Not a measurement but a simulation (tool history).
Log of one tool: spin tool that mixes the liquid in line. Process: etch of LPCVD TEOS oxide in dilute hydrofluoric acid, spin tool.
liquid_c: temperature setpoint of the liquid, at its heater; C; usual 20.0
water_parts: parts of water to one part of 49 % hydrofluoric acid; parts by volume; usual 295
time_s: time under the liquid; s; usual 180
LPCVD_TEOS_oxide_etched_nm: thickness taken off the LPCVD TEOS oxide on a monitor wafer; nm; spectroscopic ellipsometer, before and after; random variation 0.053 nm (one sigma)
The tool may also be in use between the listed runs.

run    hour  liquid_c  water_parts  time_s  wafers since the last listed run  hours since the thermometer was replaced  hours since the hydrofluoric acid flow meter was replaced  hours since the gauge calibration  read-back film thickness of the LPCVD TEOS oxide reference wafer, read on the same gauge (nm)  LPCVD_TEOS_oxide_etched_nm
  1     0.0      20.0          295     180                                 0                                     590.2                                                     1100.7                             1993.3                                                                                         125.88                       11.34
  2    64.1      20.0          295     180                               491                                     654.3                                                     1164.8                             2057.4                                                                                         125.83                       11.27
  3   114.2      20.0          295     180                               384                                     704.4                                                     1214.9                             2107.5                                                                                         125.94                       11.35
  4   159.3      20.0          295     180                               345                                     749.5                                                     1260.0                             2152.6                                                                                         125.96                       11.44
  5   206.2      22.5          295     180                               359                                     796.4                                                     1306.9                             2199.5                                                                                         125.97                       12.36
  6   273.2      22.5          295     180                               513                                     863.4                                                     1373.9                             2266.5                                                                                         125.99                       12.43
  7   299.6      22.5          295     180                               202                                     889.8                                                     1400.3                             2292.9                                                                                         125.96                       12.31
  8   353.5      20.0          240     180                               413                                     943.7                                                     1454.2                             2346.8                                                                                         126.10                       14.65
  9   382.5      20.0          240     180                               222                                     972.7                                                     1483.2                             2375.8                                                                                         126.07                       14.73
      411.0  -- gauge calibrated
      448.8  -- hydrofluoric acid flow meter replaced
 10   449.3      23.0          395     180                               504                                    1039.5                                                        0.5                               38.3                                                                                         120.15                        8.28
 11   489.8      23.0          395     180                               310                                    1080.0                                                       41.0                               78.8                                                                                         120.43                        8.29
 12   554.9      23.0          395     180                               499                                    1145.1                                                      106.1                              143.9                                                                                         120.85                        8.23
 13   625.1      20.0          295     135                               538                                    1215.3                                                      176.3                              214.1                                                                                         121.28                        8.17
 14   672.1      20.0          295     130                               360                                    1262.3                                                      223.3                              261.1                                                                                         121.57                        7.89
 15   774.4      23.0          230     290                               784                                    1364.6                                                      325.6                              363.4                                                                                         122.05                       26.95
 16   838.2      18.0          180     105                               489                                    1428.4                                                      389.4                              427.2                                                                                         122.30                       10.87
 17   874.7      22.5          295     180                               279                                    1464.9                                                      425.9                              463.7                                                                                         122.52                       12.04
 18   900.7      20.0          295     180                               199                                    1490.9                                                      451.9                              489.7                                                                                         122.58                       11.11
 19   963.1      18.5          295     130                               478                                    1553.3                                                      514.3                              552.1                                                                                         122.82                        7.59
 20  1034.1      24.5          430     140                               544                                    1624.3                                                      585.3                              623.1                                                                                         123.10                        6.13
 21  1101.3      18.5          295     130                               515                                    1691.5                                                      652.5                              690.3                                                                                         123.34                        7.58
     1137.6  -- thermometer replaced
 22  1147.2      20.0          295     180                               344                                       9.6                                                      698.4                              736.2                                                                                         123.46                       11.15
 23  1189.3      20.0          295     180                               322                                      51.7                                                      740.5                              778.3                                                                                         123.56                       11.16
 24  1244.2      20.0          295     275                               421                                     106.6                                                      795.4                              833.2                                                                                         123.73                       17.21
 25  1283.2      20.0          425     210                               299                                     145.6                                                      834.4                              872.2                                                                                         123.89                        8.12
 26  1342.5      20.0          295     105                               454                                     204.9                                                      893.7                              931.5                                                                                         124.05                        6.46
 27  1380.5      17.5          410      85                               291                                     242.9                                                      931.7                              969.5                                                                                         124.09                        3.13
 28  1420.7      22.5          155     230                               308                                     283.1                                                      971.9                             1009.7                                                                                         124.20                       34.29
 29  1471.9      20.0          395     255                               392                                     334.3                                                     1023.1                             1060.9                                                                                         124.37                       10.92
 30  1654.8      20.0          215     180                              1402                                     517.2                                                     1206.0                             1243.8                                                                                         124.70                       16.45
 31  1715.2      18.0          400      95                               463                                     577.6                                                     1266.4                             1304.2                                                                                         124.79                        3.71
 32  1781.8      20.0          295     230                               510                                     644.2                                                     1333.0                             1370.8                                                                                         124.93                       14.41
 33  1824.0      23.0          395     180                               323                                     686.4                                                     1375.2                             1413.0                                                                                         124.96                        8.47

What the log doesn't show, run by run:
liquid colder than its thermometer reads (K): 0 in every run
hydrofluoric acid flow below the setpoint (%): 0 in every run
H1: gauge reads high (%)
run     H1
  1   4.86
  2   4.89
  3   4.92
  4   4.95
  5   4.97
  6      5
  7   5.02
  8   5.04
  9   5.05
 10  0.131
 11  0.357
 12    0.7
 13   1.04
 14   1.26
 15   1.69
 16   1.93
 17   2.06
 18   2.15
 19   2.36
 20   2.58
 21   2.77
 22   2.89
 23      3
 24   3.13
 25   3.22
 26   3.35
 27   3.42
 28    3.5
 29    3.6
 30   3.89
 31   3.98
 32   4.07
 33   4.12

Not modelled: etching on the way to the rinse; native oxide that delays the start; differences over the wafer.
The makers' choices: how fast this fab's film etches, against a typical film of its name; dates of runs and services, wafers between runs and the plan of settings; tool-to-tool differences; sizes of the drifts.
